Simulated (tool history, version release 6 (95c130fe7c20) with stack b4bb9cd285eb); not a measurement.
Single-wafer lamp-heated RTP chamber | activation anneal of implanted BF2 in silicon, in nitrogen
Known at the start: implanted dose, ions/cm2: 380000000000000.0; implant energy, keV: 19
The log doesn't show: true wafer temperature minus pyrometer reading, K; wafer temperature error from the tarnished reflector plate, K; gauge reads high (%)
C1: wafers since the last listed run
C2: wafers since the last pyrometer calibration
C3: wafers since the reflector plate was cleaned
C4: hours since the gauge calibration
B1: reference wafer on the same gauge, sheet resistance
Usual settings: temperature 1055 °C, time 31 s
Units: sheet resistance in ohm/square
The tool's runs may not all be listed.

{"run": 1, "day": 0.0, "temperature": 1055, "time": 31, "C1": 0, "C2": 450, "C3": 3281, "C4": 1494.1, "B1": 308.89, "sheet resistance": 297.68}
{"run": 2, "day": 3.158, "temperature": 1055, "time": 31, "C1": 757, "C2": 1208, "C3": 4039, "C4": 1569.9, "B1": 308.88, "sheet resistance": 297.45}
{"run": 3, "day": 3.696, "temperature": 1055, "time": 31, "C1": 128, "C2": 1337, "C3": 4168, "C4": 1582.8, "B1": 308.98, "sheet resistance": 297.24}
{"run": 4, "day": 4.721, "temperature": 1055, "time": 31, "C1": 245, "C2": 1583, "C3": 4414, "C4": 1607.4, "B1": 308.92, "sheet resistance": 297.49}
{"run": 5, "day": 5.833, "temperature": 1064, "time": 38, "C1": 266, "C2": 1850, "C3": 4681, "C4": 1634.1, "B1": 308.86, "sheet resistance": 293.25}
{"run": 6, "day": 6.783, "temperature": 1064, "time": 38, "C1": 227, "C2": 2078, "C3": 4909, "C4": 1656.9, "B1": 309.13, "sheet resistance": 292.41}
{"day": 7.188, "done": "gauge calibrated"}
{"run": 7, "day": 7.604, "temperature": 1046, "time": 31, "C1": 196, "C2": 2275, "C3": 5106, "C4": 10, "B1": 309.21, "sheet resistance": 298.19}
{"run": 8, "day": 9.062, "temperature": 1077, "time": 16, "C1": 349, "C2": 2625, "C3": 5456, "C4": 45, "B1": 308.99, "sheet resistance": 300.14}
{"run": 9, "day": 9.812, "temperature": 1077, "time": 16, "C1": 179, "C2": 2805, "C3": 5636, "C4": 63, "B1": 309.02, "sheet resistance": 300.54}
{"run": 10, "day": 10.612, "temperature": 1055, "time": 31, "C1": 191, "C2": 2997, "C3": 5828, "C4": 82.2, "B1": 309, "sheet resistance": 297.12}
{"run": 11, "day": 11.908, "temperature": 1055, "time": 31, "C1": 310, "C2": 3308, "C3": 6139, "C4": 113.3, "B1": 308.76, "sheet resistance": 295.81}
{"run": 12, "day": 12.888, "temperature": 1044, "time": 31, "C1": 234, "C2": 3543, "C3": 6374, "C4": 136.8, "B1": 308.9, "sheet resistance": 298.49}
{"run": 13, "day": 14.138, "temperature": 1033, "time": 49, "C1": 299, "C2": 3843, "C3": 6674, "C4": 166.8, "B1": 308.76, "sheet resistance": 296.11}
{"day": 14.596, "done": "reflector plate cleaned"}
{"run": 14, "day": 15.592, "temperature": 1055, "time": 31, "C1": 268, "C2": 4112, "C3": 238, "C4": 201.7, "B1": 308.97, "sheet resistance": 296.53}
{"run": 15, "day": 16.55, "temperature": 1068, "time": 46, "C1": 229, "C2": 4342, "C3": 468, "C4": 224.7, "B1": 309.02, "sheet resistance": 288.62}
{"run": 16, "day": 17.238, "temperature": 1055, "time": 48, "C1": 164, "C2": 4507, "C3": 633, "C4": 241.2, "B1": 309.09, "sheet resistance": 290.79}
{"day": 18.658, "done": "pyrometer window cleaned and pyrometer calibrated"}
{"run": 17, "day": 18.671, "temperature": 1055, "time": 31, "C1": 263, "C2": 3, "C3": 897, "C4": 275.6, "B1": 309.06, "sheet resistance": 298.58}
{"run": 18, "day": 19.933, "temperature": 1055, "time": 47, "C1": 302, "C2": 306, "C3": 1200, "C4": 305.9, "B1": 309.14, "sheet resistance": 292.86}
{"run": 19, "day": 21.379, "temperature": 1055, "time": 31, "C1": 346, "C2": 653, "C3": 1547, "C4": 340.6, "B1": 308.89, "sheet resistance": 297.28}
{"run": 20, "day": 22.079, "temperature": 1065, "time": 25, "C1": 167, "C2": 821, "C3": 1715, "C4": 357.4, "B1": 308.92, "sheet resistance": 298.38}
{"run": 21, "day": 23.108, "temperature": 1037, "time": 31, "C1": 246, "C2": 1068, "C3": 1962, "C4": 382.1, "B1": 308.95, "sheet resistance": 301.38}
{"run": 22, "day": 24.062, "temperature": 1055, "time": 31, "C1": 228, "C2": 1297, "C3": 2191, "C4": 405, "B1": 308.78, "sheet resistance": 298.1}
{"run": 23, "day": 24.688, "temperature": 1055, "time": 31, "C1": 149, "C2": 1447, "C3": 2341, "C4": 420, "B1": 308.85, "sheet resistance": 297.25}
{"run": 24, "day": 26.054, "temperature": 1043, "time": 39, "C1": 327, "C2": 1775, "C3": 2669, "C4": 452.8, "B1": 309.06, "sheet resistance": 296.97}
{"run": 25, "day": 26.592, "temperature": 1055, "time": 31, "C1": 128, "C2": 1903, "C3": 2798, "C4": 465.7, "B1": 308.97, "sheet resistance": 296.81}
{"run": 26, "day": 27.512, "temperature": 1055, "time": 31, "C1": 220, "C2": 2124, "C3": 3019, "C4": 487.8, "B1": 308.97, "sheet resistance": 298.01}
{"run": 27, "day": 28.838, "temperature": 1027, "time": 18, "C1": 317, "C2": 2442, "C3": 3337, "C4": 519.6, "B1": 308.87, "sheet resistance": 308.03}
{"run": 28, "day": 30.242, "temperature": 1037, "time": 26, "C1": 336, "C2": 2779, "C3": 3674, "C4": 553.3, "B1": 308.84, "sheet resistance": 302.01}
{"run": 29, "day": 31.05, "temperature": 1055, "time": 31, "C1": 193, "C2": 2973, "C3": 3868, "C4": 572.7, "B1": 309.15, "sheet resistance": 296.82}
{"run": 30, "day": 32.079, "temperature": 1055, "time": 31, "C1": 246, "C2": 3220, "C3": 4115, "C4": 597.4, "B1": 308.93, "sheet resistance": 296.94}
{"run": 31, "day": 32.817, "temperature": 1033, "time": 40, "C1": 176, "C2": 3397, "C3": 4292, "C4": 615.1, "B1": 309.06, "sheet resistance": 298.04}
{"run": 32, "day": 34.204, "temperature": 1030, "time": 31, "C1": 332, "C2": 3730, "C3": 4625, "C4": 648.4, "B1": 308.88, "sheet resistance": 302}
{"run": 33, "day": 35.0, "temperature": 1063, "time": 23, "C1": 190, "C2": 3921, "C3": 4816, "C4": 667.5, "B1": 309.04, "sheet resistance": 299.26}
{"run": 34, "day": 36.458, "temperature": 1081, "time": 31, "C1": 349, "C2": 4271, "C3": 5166, "C4": 702.5, "B1": 309.06, "sheet resistance": 290.64}
{"run": 35, "day": 37.742, "temperature": 1081, "time": 38, "C1": 307, "C2": 4579, "C3": 5474, "C4": 733.3, "B1": 309.05, "sheet resistance": 287.48}
{"run": 36, "day": 38.6, "temperature": 1055, "time": 31, "C1": 205, "C2": 4785, "C3": 5680, "C4": 753.9, "B1": 309.01, "sheet resistance": 296.04}

How the hidden state differs across the entries between the runs, from the last listed run before each to the first after it:
Between runs 6 and 7: gauge calibrated (day 7.188)
  true wafer temperature minus pyrometer reading, K: 10.2 -> 10.6
  measured less the result without the state, sheet resistance: -1.83 -> -2.22 ohm/square
Between runs 13 and 14: reflector plate cleaned (day 14.596)
  true wafer temperature minus pyrometer reading, K: 12.7 -> 12.9
  measured less the result without the state, sheet resistance: -3.19 -> -2.19 ohm/square
Between runs 16 and 17: pyrometer window cleaned and pyrometer calibrated (day 18.658)
  true wafer temperature minus pyrometer reading, K: 13.1 -> 0.126
  measured less the result without the state, sheet resistance: -2.75 -> -0.02 ohm/square
